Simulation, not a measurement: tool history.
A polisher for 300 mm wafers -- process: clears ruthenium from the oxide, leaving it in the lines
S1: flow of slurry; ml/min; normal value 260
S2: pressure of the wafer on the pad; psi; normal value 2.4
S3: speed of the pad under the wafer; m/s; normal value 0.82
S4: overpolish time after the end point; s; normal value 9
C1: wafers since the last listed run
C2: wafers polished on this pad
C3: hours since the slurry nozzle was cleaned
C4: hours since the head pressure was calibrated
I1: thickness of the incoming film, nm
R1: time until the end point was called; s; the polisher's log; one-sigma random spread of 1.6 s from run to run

run 1 hour=0.0 | S1=260 S2=2.4 S3=0.82 S4=9 | C1=0 C2=3 C3=125.2 C4=887.7 | I1=138.4 | R1=118.6
run 2 hour=55.1 | S1=260 S2=2.4 S3=0.82 S4=9 | C1=545 C2=549 C3=180.3 C4=942.8 | I1=139.6 | R1=120.7
run 3 hour=127.4 | S1=260 S2=2.4 S3=0.82 S4=9 | C1=715 C2=1264 C3=252.6 C4=1015.1 | I1=137.2 | R1=115.9
run 4 hour=195.0 | S1=260 S2=2.4 S3=0.82 S4=9 | C1=669 C2=1933 C3=320.2 C4=1082.7 | I1=138.6 | R1=116.3
run 5 hour=272.3 | S1=260 S2=2.4 S3=0.82 S4=9 | C1=765 C2=2699 C3=397.5 C4=1160.0 | I1=139.4 | R1=118.5
-- hour=325.8 head pressure recalibrated
-- hour=328.4 slurry nozzle cleaned
run 6 hour=337.7 | S1=260 S2=2.7 S3=0.82 S4=9 | C1=617 C2=3316 C3=9.3 C4=11.9 | I1=138.7 | R1=105.9
-- hour=398.0 worn pad replaced by a new one
run 7 hour=400.5 | S1=260 S2=2.7 S3=0.82 S4=9 | C1=582 C2=25 C3=72.1 C4=74.7 | I1=140.0 | R1=106.4
run 8 hour=447.6 | S1=260 S2=2.7 S3=0.82 S4=9 | C1=466 C2=491 C3=119.2 C4=121.8 | I1=140.1 | R1=107.3
run 9 hour=505.6 | S1=260 S2=2.4 S3=0.82 S4=9 | C1=574 C2=1065 C3=177.2 C4=179.8 | I1=137.3 | R1=116.9
run 10 hour=589.4 | S1=260 S2=2.4 S3=0.82 S4=9 | C1=829 C2=1895 C3=261.0 C4=263.6 | I1=138.5 | R1=116.7
run 11 hour=654.4 | S1=260 S2=2.4 S3=0.82 S4=9 | C1=643 C2=2538 C3=326.0 C4=328.6 | I1=139.9 | R1=117.1
run 12 hour=745.9 | S1=260 S2=2.4 S3=0.82 S4=9 | C1=905 C2=3444 C3=417.5 C4=420.1 | I1=141.1 | R1=117.5
-- hour=802.7 worn pad replaced by a new one
-- hour=817.4 slurry nozzle cleaned
run 13 hour=842.8 | S1=260 S2=2.4 S3=0.82 S4=9 | C1=909 C2=387 C3=25.4 C4=517.0 | I1=138.0 | R1=117.8
run 14 hour=896.6 | S1=260 S2=2.4 S3=0.66 S4=9 | C1=532 C2=919 C3=79.2 C4=570.8 | I1=139.7 | R1=147.4
run 15 hour=947.6 | S1=280 S2=2.4 S3=0.82 S4=12 | C1=504 C2=1424 C3=130.2 C4=621.8 | I1=141.4 | R1=116.2
run 16 hour=1053.1 | S1=260 S2=2.4 S3=0.82 S4=9 | C1=1044 C2=2469 C3=235.7 C4=727.3 | I1=139.7 | R1=118.5
run 17 hour=1115.3 | S1=200 S2=1.9 S3=0.64 S4=7 | C1=615 C2=3084 C3=297.9 C4=789.5 | I1=138.4 | R1=186.2
run 18 hour=1162.6 | S1=180 S2=2.4 S3=1.08 S4=12 | C1=468 C2=3553 C3=345.2 C4=836.8 | I1=140.8 | R1=95.2
-- hour=1200.9 slurry nozzle cleaned
run 19 hour=1212.3 | S1=300 S2=1.8 S3=0.74 S4=5 | C1=482 C2=4035 C3=11.4 C4=886.5 | I1=141.9 | R1=163.3
-- hour=1248.5 worn pad replaced by a new one
run 20 hour=1264.1 | S1=180 S2=2.4 S3=0.82 S4=5 | C1=473 C2=154 C3=63.2 C4=938.3 | I1=141.2 | R1=125.2
-- hour=1321.9 head pressure recalibrated
run 21 hour=1326.5 | S1=180 S2=2.4 S3=1.08 S4=12 | C1=597 C2=752 C3=125.6 C4=4.6 | I1=137.8 | R1=94.4
run 22 hour=1387.9 | S1=260 S2=2.4 S3=0.82 S4=11 | C1=607 C2=1360 C3=187.0 C4=66.0 | I1=141.6 | R1=121.0
run 23 hour=1488.1 | S1=260 S2=2.4 S3=0.54 S4=9 | C1=991 C2=2352 C3=287.2 C4=166.2 | I1=138.7 | R1=179.0
run 24 hour=1533.6 | S1=260 S2=2.4 S3=0.82 S4=9 | C1=450 C2=2802 C3=332.7 C4=211.7 | I1=141.7 | R1=119.3
run 25 hour=1570.9 | S1=190 S2=2.7 S3=0.82 S4=6 | C1=369 C2=3171 C3=370.0 C4=249.0 | I1=137.6 | R1=113.2
-- hour=1594.3 worn pad replaced by a new one
-- hour=1631.5 slurry nozzle cleaned
run 26 hour=1652.6 | S1=260 S2=2.4 S3=0.82 S4=9 | C1=759 C2=567 C3=21.1 C4=330.7 | I1=139.2 | R1=118.8
run 27 hour=1720.7 | S1=260 S2=2.4 S3=0.82 S4=9 | C1=674 C2=1241 C3=89.2 C4=398.8 | I1=141.4 | R1=121.4
run 28 hour=1827.7 | S1=335 S2=3.1 S3=1.04 S4=9 | C1=1059 C2=2300 C3=196.2 C4=505.8 | I1=143.1 | R1=75.0
run 29 hour=1894.0 | S1=260 S2=2.4 S3=0.82 S4=9 | C1=656 C2=2957 C3=262.5 C4=572.1 | I1=139.2 | R1=121.8
run 30 hour=1962.5 | S1=315 S2=3.2 S3=0.82 S4=9 | C1=678 C2=3635 C3=331.0 C4=640.6 | I1=139.5 | R1=90.9

Predict each of these 3 candidate next runs independently; none follows another, all start after run 30:
run A hour=1963.0 | S1=260 S2=1.7 S3=0.82 S4=9 | C1=4 C2=3640 C3=331.5 C4=641.1 | I1=140.4 | R1=?
run B hour=1963.0 | S1=170 S2=2.7 S3=1.04 S4=9 | C1=4 C2=3640 C3=331.5 C4=641.1 | I1=140.4 | R1=?
run C hour=1963.0 | S1=260 S2=1.7 S3=0.96 S4=9 | C1=4 C2=3640 C3=331.5 C4=641.1 | I1=140.4 | R1=?

run=A R1=151.1
run=B R1=89.0
run=C R1=129.4
With the hidden condition removed and each run's random variation left untouched, the same runs would have given:
run=A R1=151.1
run=B R1=89.0
run=C R1=129.4
